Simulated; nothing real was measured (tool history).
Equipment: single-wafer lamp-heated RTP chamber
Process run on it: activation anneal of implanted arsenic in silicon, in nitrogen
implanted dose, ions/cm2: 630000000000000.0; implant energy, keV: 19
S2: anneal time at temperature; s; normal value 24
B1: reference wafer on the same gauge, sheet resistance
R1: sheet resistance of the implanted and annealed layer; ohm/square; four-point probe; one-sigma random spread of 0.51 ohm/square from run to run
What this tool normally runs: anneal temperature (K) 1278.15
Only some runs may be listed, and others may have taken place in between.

{"run": 1, "hour": 0.0, "anneal temperature (K)": 1278.15, "S2": 24, "B1": 210.06, "R1": 192.91}
{"run": 2, "hour": 31.4, "anneal temperature (K)": 1289.15, "S2": 24, "B1": 209.8, "R1": 190.02}
{"run": 3, "hour": 46.1, "anneal temperature (K)": 1289.15, "S2": 24, "B1": 210.16, "R1": 190.96}
{"run": 4, "hour": 74.2, "anneal temperature (K)": 1289.15, "S2": 24, "B1": 210.12, "R1": 190.5}
{"run": 5, "hour": 107.9, "anneal temperature (K)": 1278.15, "S2": 24, "B1": 209.88, "R1": 192.01}
{"run": 6, "hour": 157.3, "anneal temperature (K)": 1278.15, "S2": 24, "B1": 210.12, "R1": 192.17}
{"run": 7, "hour": 178.0, "anneal temperature (K)": 1278.15, "S2": 24, "B1": 209.92, "R1": 192.61}
{"run": 8, "hour": 207.9, "anneal temperature (K)": 1278.15, "S2": 24, "B1": 209.96, "R1": 191.53}
{"run": 9, "hour": 228.4, "anneal temperature (K)": 1278.15, "S2": 24, "B1": 210.19, "R1": 191.81}
{"run": 10, "hour": 249.4, "anneal temperature (K)": 1278.15, "S2": 24, "B1": 210.05, "R1": 192.11}
{"run": 11, "hour": 270.2, "anneal temperature (K)": 1278.15, "S2": 24, "B1": 210.09, "R1": 191.58}
{"run": 12, "hour": 282.9, "anneal temperature (K)": 1278.15, "S2": 24, "B1": 209.89, "R1": 190.99}
{"run": 13, "hour": 304.6, "anneal temperature (K)": 1278.15, "S2": 24, "B1": 210.06, "R1": 192.06}
{"run": 14, "hour": 323.5, "anneal temperature (K)": 1265.15, "S2": 30, "B1": 209.85, "R1": 193.43}
{"run": 15, "hour": 357.0, "anneal temperature (K)": 1291.15, "S2": 24, "B1": 210.03, "R1": 188.38}
{"run": 16, "hour": 385.8, "anneal temperature (K)": 1301.15, "S2": 35, "B1": 210.06, "R1": 183.28}
{"run": 17, "hour": 415.0, "anneal temperature (K)": 1278.15, "S2": 24, "B1": 210.1, "R1": 191.4}
{"run": 18, "hour": 429.5, "anneal temperature (K)": 1278.15, "S2": 24, "B1": 209.94, "R1": 192.38}
{"run": 19, "hour": 454.5, "anneal temperature (K)": 1296.15, "S2": 15, "B1": 210.1, "R1": 191.54}
{"hour": 495.4, "done": "pyrometer window cleaned and pyrometer calibrated"}
{"run": 20, "hour": 495.9, "anneal temperature (K)": 1278.15, "S2": 24, "B1": 209.99, "R1": 191.42}
{"run": 21, "hour": 510.1, "anneal temperature (K)": 1278.15, "S2": 24, "B1": 209.93, "R1": 192.09}
{"hour": 524.6, "done": "reflector plate cleaned"}
{"hour": 524.9, "done": "gauge calibrated"}
{"run": 22, "hour": 540.6, "anneal temperature (K)": 1249.15, "S2": 24, "B1": 209.8, "R1": 199.42}
{"run": 23, "hour": 564.4, "anneal temperature (K)": 1278.15, "S2": 35, "B1": 209.84, "R1": 190.4}
{"run": 24, "hour": 585.2, "anneal temperature (K)": 1278.15, "S2": 24, "B1": 210.2, "R1": 192.57}
{"run": 25, "hour": 606.2, "anneal temperature (K)": 1293.15, "S2": 36, "B1": 209.99, "R1": 185.33}
{"run": 26, "hour": 625.4, "anneal temperature (K)": 1254.15, "S2": 17, "B1": 210.03, "R1": 199.71}
{"run": 27, "hour": 658.1, "anneal temperature (K)": 1296.15, "S2": 35, "B1": 209.97, "R1": 185.2}

Here are 4 independent what-if runs from the current tool condition. What would each one return?
{"run": "A", "hour": 658.5, "anneal temperature (K)": 1266.15, "S2": 24, "B1": "?", "R1": "?"}
{"run": "B", "hour": 658.5, "anneal temperature (K)": 1295.15, "S2": 24, "B1": "?", "R1": "?"}
{"run": "C", "hour": 658.5, "anneal temperature (K)": 1287.15, "S2": 24, "B1": "?", "R1": "?"}
{"run": "D", "hour": 658.5, "anneal temperature (K)": 1278.15, "S2": 13, "B1": "?", "R1": "?"}

run=A B1=210.11 R1=195.52
run=B B1=210.11 R1=189.34
run=C B1=210.11 R1=191.09
run=D B1=210.11 R1=198.14
Take away the tool's hidden state, keep each run's random variation, and the runs would have read:
run=A R1=196.57
run=B R1=190.47
run=C R1=192.2
run=D R1=199.08

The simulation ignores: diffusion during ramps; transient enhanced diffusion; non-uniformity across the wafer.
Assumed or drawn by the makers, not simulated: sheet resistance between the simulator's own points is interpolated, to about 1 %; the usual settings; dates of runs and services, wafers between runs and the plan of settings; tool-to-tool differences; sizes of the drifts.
